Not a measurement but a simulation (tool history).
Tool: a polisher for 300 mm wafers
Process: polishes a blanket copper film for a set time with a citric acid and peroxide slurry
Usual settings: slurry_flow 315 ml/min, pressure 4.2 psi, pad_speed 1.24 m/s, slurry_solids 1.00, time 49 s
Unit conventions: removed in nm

run   hour  slurry_flow  pressure  pad_speed  slurry_solids  time  wafers since the last listed run  wafers polished on this pad  hours since the slurry nozzle was cleaned  hours since the head pressure was calibrated  hours since the slurry blender was calibrated  incoming thickness of the incoming film, nm  removed
  1    0.0          315       4.2       1.24           1.00    49                                 0                          358                                       50.1                                         652.1                                          108.1                                        942.0    214.8
  2   15.1          315       4.2       1.24           1.25    49                               139                          497                                       65.2                                         667.2                                          123.2                                        924.3    224.7
  3   30.8          315       4.2       1.24           1.25    49                               144                          641                                       80.9                                         682.9                                          138.9                                        936.2    220.9
  4   44.5          315       4.2       1.24           1.25    49                               126                          768                                       94.6                                         696.6                                          152.6                                        934.0    224.4
      48.3  -- slurry blender recalibrated
  5   82.9          270       4.2       1.24           1.00    49                               335                         1103                                      133.0                                         735.0                                           34.6                                        944.1    191.3
  6   96.7          270       4.2       1.24           1.00    49                               127                         1230                                      146.8                                         748.8                                           48.4                                        915.7    191.4
  7  105.2          315       4.2       1.24           1.15    49                                78                         1308                                      155.3                                         757.3                                           56.9                                        927.3    193.8
     110.3  -- head pressure recalibrated
  8  119.3          315       4.2       1.24           1.00    49                               111                         1419                                      169.4                                           9.0                                           71.0                                        915.7    185.1
     125.9  -- worn pad replaced by a new one
  9  135.4          315       4.2       1.24           1.00    49                               111                           87                                      185.5                                          25.1                                           87.1                                        923.8    205.5
 10  147.8          315       4.2       1.24           1.00    49                               114                          201                                      197.9                                          37.5                                           99.5                                        917.2    209.2
     159.1  -- slurry nozzle cleaned
 11  164.2          315       4.2       1.24           1.00    49                               141                          343                                        5.1                                          53.9                                          115.9                                        926.9    215.4
     169.9  -- slurry blender recalibrated
 12  179.0          225       4.2       1.24           1.00    49                               117                          461                                       19.9                                          68.7                                            9.1                                        915.8    204.7
 13  188.7          365       4.2       1.24           1.20    33                                89                          550                                       29.6                                          78.4                                           18.8                                        922.9    151.7
 14  195.4          315       4.2       1.24           1.00    49                                61                          612                                       36.3                                          85.1                                           25.5                                        943.9    213.4
 15  212.0          315       4.2       1.24           1.00    49                               152                          765                                       52.9                                         101.7                                           42.1                                        942.1    205.5
 16  227.0          235       4.2       1.04           0.80    61                               138                          903                                       67.9                                         116.7                                           57.1                                        919.4    200.1
 17  246.7          315       4.2       1.24           1.00    44                               181                         1084                                       87.6                                         136.4                                           76.8                                        927.1    177.0
     257.6  -- worn pad replaced by a new one
 18  262.8          345       4.2       1.24           1.00    49                               111                           47                                      103.7                                         152.5                                           92.9                                        931.3    216.7
 19  280.7          315       4.2       1.24           1.00    60                               164                          212                                      121.6                                         170.4                                          110.8                                        944.5    264.8
 20  297.6          355       3.0       1.24           1.00    49                               155                          367                                      138.5                                         187.3                                          127.7                                        929.1    162.5

Each row is a separate what-if for the run after 20, all from the same tool condition, not one after another. Results?
  A  298.0          315       4.2       1.24           1.00    49                                 3                          371                                      138.9                                         187.7                                          128.1                                        935.4        ?
  B  298.0          315       4.2       1.08           1.00    49                                 3                          371                                      138.9                                         187.7                                          128.1                                        935.4        ?
  C  298.0          230       5.6       1.24           1.15    49                                 3                          371                                      138.9                                         187.7                                          128.1                                        935.4        ?
  D  298.0          390       4.7       1.24           0.90    60                                 3                          371                                      138.9                                         187.7                                          128.1                                        935.4        ?

run  removed
  A    211.9
  B    184.9
  C    268.9
  D    286.0
Had the tool no hidden state, the same runs would have come out as:
run  removed
  A    219.0
  B    191.1
  C    279.8
  D    294.6
